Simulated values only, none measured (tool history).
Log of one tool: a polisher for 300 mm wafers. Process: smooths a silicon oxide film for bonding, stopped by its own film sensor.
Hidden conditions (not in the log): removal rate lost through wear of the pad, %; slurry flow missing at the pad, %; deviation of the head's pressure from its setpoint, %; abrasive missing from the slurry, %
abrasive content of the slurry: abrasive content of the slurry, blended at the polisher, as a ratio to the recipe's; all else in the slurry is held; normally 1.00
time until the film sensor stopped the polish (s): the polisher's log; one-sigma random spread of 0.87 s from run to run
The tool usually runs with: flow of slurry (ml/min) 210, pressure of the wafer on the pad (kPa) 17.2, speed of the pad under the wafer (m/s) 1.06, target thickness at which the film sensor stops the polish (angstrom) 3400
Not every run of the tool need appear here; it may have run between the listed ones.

run     day  flow of slurry (ml/min)  pressure of the wafer on the pad (kPa)  speed of the pad under the wafer (m/s)  abrasive content of the slurry  target thickness at which the film sensor stops the polish (angstrom)  wafers since the last listed run  wafers polished on this pad  hours since the slurry nozzle was cleaned  hours since the head pressure was calibrated  hours since the slurry blender was calibrated  incoming thickness of the incoming film, nm  time until the film sensor stopped the polish (s)
  1   0.000                      210                                    17.2                                    1.06                            1.00                                                                   3400                                 0                          141                                       18.5                                        1397.4                                          198.3                                        438.0                                              109.1
  2   0.542                      210                                    17.2                                    1.06                            1.00                                                                   3400                                96                          238                                       31.5                                        1410.4                                          211.3                                        437.6                                              109.0
      1.721  -- slurry blender recalibrated
  3   1.900                      210                                    17.2                                    1.06                            1.00                                                                   3400                               227                          465                                       64.1                                        1443.0                                            4.3                                        445.1                                              111.8
  4   2.588                      210                                    17.2                                    1.06                            1.00                                                                   3400                               122                          587                                       80.6                                        1459.5                                           20.8                                        440.9                                              107.9
  5   3.921                      210                                    17.2                                    1.06                            1.00                                                                   3400                               237                          825                                      112.6                                        1491.5                                           52.8                                        444.9                                              117.1
  6   4.508                      210                                    17.2                                    1.06                            1.00                                                                   3400                               104                          930                                      126.7                                        1505.6                                           66.9                                        443.9                                              116.0
      5.108  -- worn pad replaced by a new one
  7   5.854                      210                                    17.2                                    1.06                            1.00                                                                   3400                               210                          133                                      159.0                                        1537.9                                           99.2                                        441.7                                              118.1
      7.575  -- slurry nozzle cleaned
  8   8.883                      210                                    13.8                                    1.06                            1.00                                                                   3400                               532                          665                                       31.4                                        1610.6                                          171.9                                        434.5                                              127.7
  9  10.296                      210                                    13.8                                    1.06                            1.00                                                                   3400                               251                          917                                       65.3                                        1644.5                                          205.8                                        435.7                                              132.5
     10.775  -- worn pad replaced by a new one
 10  11.242                      210                                    17.2                                    1.06                            1.00                                                                   3400                               138                           83                                       88.0                                        1667.2                                          228.5                                        440.6                                              116.2
     11.546  -- head pressure recalibrated
 11  12.479                      245                                    18.6                                    1.06                            1.25                                                                   3240                               205                          289                                      117.7                                          22.4                                          258.2                                        440.7                                              117.5
 12  13.096                      210                                    17.2                                    1.06                            1.00                                                                   3400                               109                          399                                      132.5                                          37.2                                          273.0                                        432.9                                              108.0
     13.946  -- slurry blender recalibrated
 13  14.400                      150                                    17.2                                    1.06                            1.00                                                                   3150                               217                          616                                      163.8                                          68.5                                           10.9                                        443.6                                              151.2
 14  15.092                      250                                    17.2                                    1.06                            1.00                                                                   3400                               123                          739                                      180.4                                          85.1                                           27.5                                        434.8                                              105.0
     16.100  -- slurry nozzle cleaned
     16.429  -- worn pad replaced by a new one
 15  16.554                      210                                    13.8                                    1.06                            1.00                                                                   3400                               223                           22                                       10.9                                         120.2                                           62.6                                        436.6                                              126.3
 16  17.742                      210                                    17.2                                    1.06                            1.00                                                                   3400                               211                          234                                       39.4                                         148.7                                           91.1                                        438.6                                              108.2
 17  18.562                      210                                    17.2                                    1.06                            1.00                                                                   3610                               146                          380                                       59.1                                         168.4                                          110.8                                        446.5                                               93.9
 18  19.221                      210                                    11.7                                    1.06                            1.30                                                                   3400                               117                          498                                       74.9                                         184.2                                          126.6                                        441.7                                              141.1
 19  21.262                      230                                    17.2                                    1.06                            1.00                                                                   3400                               364                          862                                      123.9                                         233.2                                          175.6                                        438.2                                              111.3
 20  21.929                      210                                    17.2                                    1.06                            1.00                                                                   3720                               118                          980                                      139.9                                         249.2                                          191.6                                        436.7                                               73.6
     22.650  -- worn pad replaced by a new one
 21  23.275                      210                                    17.2                                    1.06                            1.00                                                                   3400                               210                          111                                      172.2                                         281.5                                          223.9                                        443.4                                              119.4

What differs in the tool's unlogged condition from the final listed run ahead of each entry between runs to the first listed run following it?
In the gap between runs 2 and 3: slurry blender recalibrated (day 1.721)
  slurry flow missing at the pad, %: 2.71 -> 5.67; abrasive missing from the slurry, %: 19.4 -> 6.56
  difference, measured minus the result without the unlogged condition, time until the film sensor stopped the polish (s): +6.1 -> +2.7
In the gap between runs 6 and 7: worn pad replaced by a new one (day 5.108)
  slurry flow missing at the pad, %: 17 -> 25.8; abrasive missing from the slurry, %: 16.6 -> 19.7
  difference, measured minus the result without the unlogged condition, time until the film sensor stopped the polish (s): +7.7 -> +10.6
In the gap between runs 7 and 8: slurry nozzle cleaned (day 7.575)
  slurry flow missing at the pad, %: 25.8 -> 6.43; abrasive missing from the slurry, %: 19.7 -> 23.6
  difference, measured minus the result without the unlogged condition, time until the film sensor stopped the polish (s): +10.6 -> +9.4
In the gap between runs 9 and 10: worn pad replaced by a new one (day 10.775)
  slurry flow missing at the pad, %: 9.53 -> 12.8; abrasive missing from the slurry, %: 24.6 -> 25.1
  difference, measured minus the result without the unlogged condition, time until the film sensor stopped the polish (s): +10.6 -> +9.9
In the gap between runs 10 and 11: head pressure recalibrated (day 11.546)
  slurry flow missing at the pad, %: 12.8 -> 18.6; abrasive missing from the slurry, %: 25.1 -> 25.6
  difference, measured minus the result without the unlogged condition, time until the film sensor stopped the polish (s): +9.9 -> +10.3
In the gap between runs 12 and 13: slurry blender recalibrated (day 13.946)
  slurry flow missing at the pad, %: 22.1 -> 30.9; abrasive missing from the slurry, %: 25.8 -> 4.37
  difference, measured minus the result without the unlogged condition, time until the film sensor stopped the polish (s): +10.9 -> +11.3
In the gap between runs 14 and 15: slurry nozzle cleaned (day 16.100); worn pad replaced by a new one (day 16.429)
  slurry flow missing at the pad, %: 36.3 -> 2.93; abrasive missing from the slurry, %: 7.5 -> 12.5
  difference, measured minus the result without the unlogged condition, time until the film sensor stopped the polish (s): +7.5 -> +4.6
In the gap between runs 20 and 21: worn pad replaced by a new one (day 22.650)
  slurry flow missing at the pad, %: 21.4 -> 31; abrasive missing from the slurry, %: 20.6 -> 21.4
  difference, measured minus the result without the unlogged condition, time until the film sensor stopped the polish (s): +6.3 -> +12.5

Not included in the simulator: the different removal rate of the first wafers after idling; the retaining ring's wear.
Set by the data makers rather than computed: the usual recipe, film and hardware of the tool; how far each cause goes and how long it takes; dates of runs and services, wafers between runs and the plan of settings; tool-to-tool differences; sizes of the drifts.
